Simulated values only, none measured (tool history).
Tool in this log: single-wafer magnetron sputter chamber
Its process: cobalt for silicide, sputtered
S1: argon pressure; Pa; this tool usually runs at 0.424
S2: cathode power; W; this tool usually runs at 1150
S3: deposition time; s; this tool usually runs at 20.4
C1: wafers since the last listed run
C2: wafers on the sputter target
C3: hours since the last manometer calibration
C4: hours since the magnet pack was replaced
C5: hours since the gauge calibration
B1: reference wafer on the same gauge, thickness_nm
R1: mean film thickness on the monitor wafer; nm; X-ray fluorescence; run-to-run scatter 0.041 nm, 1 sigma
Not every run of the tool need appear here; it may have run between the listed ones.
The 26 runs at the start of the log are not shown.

run,hour,S1,S2,S3,C1,C2,C3,C4,C5,B1,R1
27,354,0.424,1150,20.4,225,1847,258.5,64,287.6,10.49,11.637
28,371.3,0.488,900,21.7,432,2280,275.8,81.3,304.9,10.492,10.397
29,382.5,0.424,1150,21.9,280,2560,287,92.5,316.1,10.501,12.366
30,389.1,0.567,1000,20.4,165,2725,293.6,99.1,322.7,10.496,10.179
31,399.7,0.474,1150,20.4,265,2991,304.2,109.7,333.3,10.497,11.411
# hour 411.4: sputter target and shields replaced
32,412.2,0.424,1150,20.4,112,19,316.7,122.2,345.8,10.493,11.835
33,423.3,0.424,1150,17.9,277,297,327.8,133.3,356.9,10.489,10.357
34,432.2,0.424,1150,20.4,222,519,336.7,142.2,365.8,10.5,11.722
35,446.6,0.424,1000,20.4,360,880,351.1,156.6,380.2,10.488,10.758

Alternative continuations, all from the tool just after run 35; predict every row:
A,447,0.482,1150,20.4,10,890,351.5,157,380.6,?,?
B,447,0.495,1400,20.4,10,890,351.5,157,380.6,?,?
C,447,0.325,1250,20.4,10,890,351.5,157,380.6,?,?
D,447,0.469,1000,18.2,10,890,351.5,157,380.6,?,?

run,B1,R1
A,10.505,11.55
B,10.505,13.19
C,10.505,12.812
D,10.505,9.435
Take away the tool's hidden state, keep each run's random variation, and the runs would have read:
run,R1
A,11.656
B,13.312
C,12.931
D,9.522

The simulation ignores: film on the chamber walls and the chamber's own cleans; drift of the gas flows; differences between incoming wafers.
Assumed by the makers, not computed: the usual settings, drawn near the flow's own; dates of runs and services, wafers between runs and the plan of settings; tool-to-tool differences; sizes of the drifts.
